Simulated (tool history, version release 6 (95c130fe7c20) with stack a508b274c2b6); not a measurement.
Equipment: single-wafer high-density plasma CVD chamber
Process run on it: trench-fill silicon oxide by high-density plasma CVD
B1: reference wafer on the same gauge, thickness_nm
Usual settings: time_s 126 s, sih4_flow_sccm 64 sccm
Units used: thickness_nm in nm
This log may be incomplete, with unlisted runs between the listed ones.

run 1 hour=0 | time_s=120 sih4_flow_sccm=64 | B1=756.239 | thickness_nm=847.961
run 2 hour=12.5 | time_s=120 sih4_flow_sccm=64 | B1=756.137 | thickness_nm=845.819
run 3 hour=23.1 | time_s=120 sih4_flow_sccm=64 | B1=755.949 | thickness_nm=849.139
run 4 hour=32.3 | time_s=126 sih4_flow_sccm=64 | B1=756.028 | thickness_nm=890.393
run 5 hour=42.7 | time_s=126 sih4_flow_sccm=64 | B1=756.468 | thickness_nm=890.025
run 6 hour=49.8 | time_s=126 sih4_flow_sccm=64 | B1=755.883 | thickness_nm=888.689
run 7 hour=64.4 | time_s=111 sih4_flow_sccm=64 | B1=755.801 | thickness_nm=785.561
run 8 hour=79.8 | time_s=111 sih4_flow_sccm=64 | B1=756.114 | thickness_nm=784.358
run 9 hour=91.5 | time_s=111 sih4_flow_sccm=64 | B1=756.043 | thickness_nm=785.621
run 10 hour=98.4 | time_s=126 sih4_flow_sccm=69 | B1=755.966 | thickness_nm=942.542
run 11 hour=113.6 | time_s=126 sih4_flow_sccm=64 | B1=755.905 | thickness_nm=889.944
run 12 hour=121 | time_s=126 sih4_flow_sccm=64 | B1=756.035 | thickness_nm=889.583
-- hour=133.4 gauge calibrated
run 13 hour=136.7 | time_s=113 sih4_flow_sccm=64 | B1=756.013 | thickness_nm=796.78
run 14 hour=154.5 | time_s=126 sih4_flow_sccm=64 | B1=755.67 | thickness_nm=890.065
run 15 hour=161.1 | time_s=126 sih4_flow_sccm=64 | B1=756.156 | thickness_nm=890.232
run 16 hour=175.6 | time_s=126 sih4_flow_sccm=74 | B1=756.239 | thickness_nm=990.342
run 17 hour=190.6 | time_s=119 sih4_flow_sccm=75 | B1=756.158 | thickness_nm=945.203
run 18 hour=206.6 | time_s=119 sih4_flow_sccm=57 | B1=755.857 | thickness_nm=772.4
run 19 hour=219.1 | time_s=126 sih4_flow_sccm=64 | B1=756.084 | thickness_nm=887.215
run 20 hour=232.7 | time_s=126 sih4_flow_sccm=64 | B1=755.657 | thickness_nm=890.648
run 21 hour=240.7 | time_s=126 sih4_flow_sccm=64 | B1=755.793 | thickness_nm=889.717
-- hour=261.3 silane flow controller replaced
run 22 hour=261.8 | time_s=126 sih4_flow_sccm=59 | B1=755.939 | thickness_nm=839.313
run 23 hour=262.2 | time_s=146 sih4_flow_sccm=74 | B1=756.125 | thickness_nm=1152.133
run 24 hour=310.1 | time_s=126 sih4_flow_sccm=64 | B1=756.012 | thickness_nm=889.75
run 25 hour=326.3 | time_s=140 sih4_flow_sccm=60 | B1=755.915 | thickness_nm=946.09
run 26 hour=339.1 | time_s=119 sih4_flow_sccm=57 | B1=756.071 | thickness_nm=772.362
run 27 hour=351.7 | time_s=140 sih4_flow_sccm=70 | B1=756.075 | thickness_nm=1058.775
run 28 hour=362.6 | time_s=107 sih4_flow_sccm=68 | B1=755.938 | thickness_nm=790.477
run 29 hour=403.6 | time_s=119 sih4_flow_sccm=68 | B1=755.925 | thickness_nm=882.021

What if the next run were any one of these 5? Each begins from the tool's condition after run 29:
run A hour=404 | time_s=126 sih4_flow_sccm=64 | B1=? | thickness_nm=?
run B hour=404 | time_s=116 sih4_flow_sccm=64 | B1=? | thickness_nm=?
run C hour=404 | time_s=117 sih4_flow_sccm=60 | B1=? | thickness_nm=?
run D hour=404 | time_s=139 sih4_flow_sccm=75 | B1=? | thickness_nm=?
run E hour=404 | time_s=117 sih4_flow_sccm=69 | B1=? | thickness_nm=?

run=A B1=755.818 thickness_nm=889.262
run=B B1=755.818 thickness_nm=818.686
run=C B1=755.818 thickness_nm=787.42
run=D B1=755.818 thickness_nm=1106.218
run=E B1=755.818 thickness_nm=873.648
Take away the tool's hidden state, keep each run's random variation, and the runs would have read:
run=A thickness_nm=889.262
run=B thickness_nm=818.686
run=C thickness_nm=787.42
run=D thickness_nm=1106.218
run=E thickness_nm=873.648
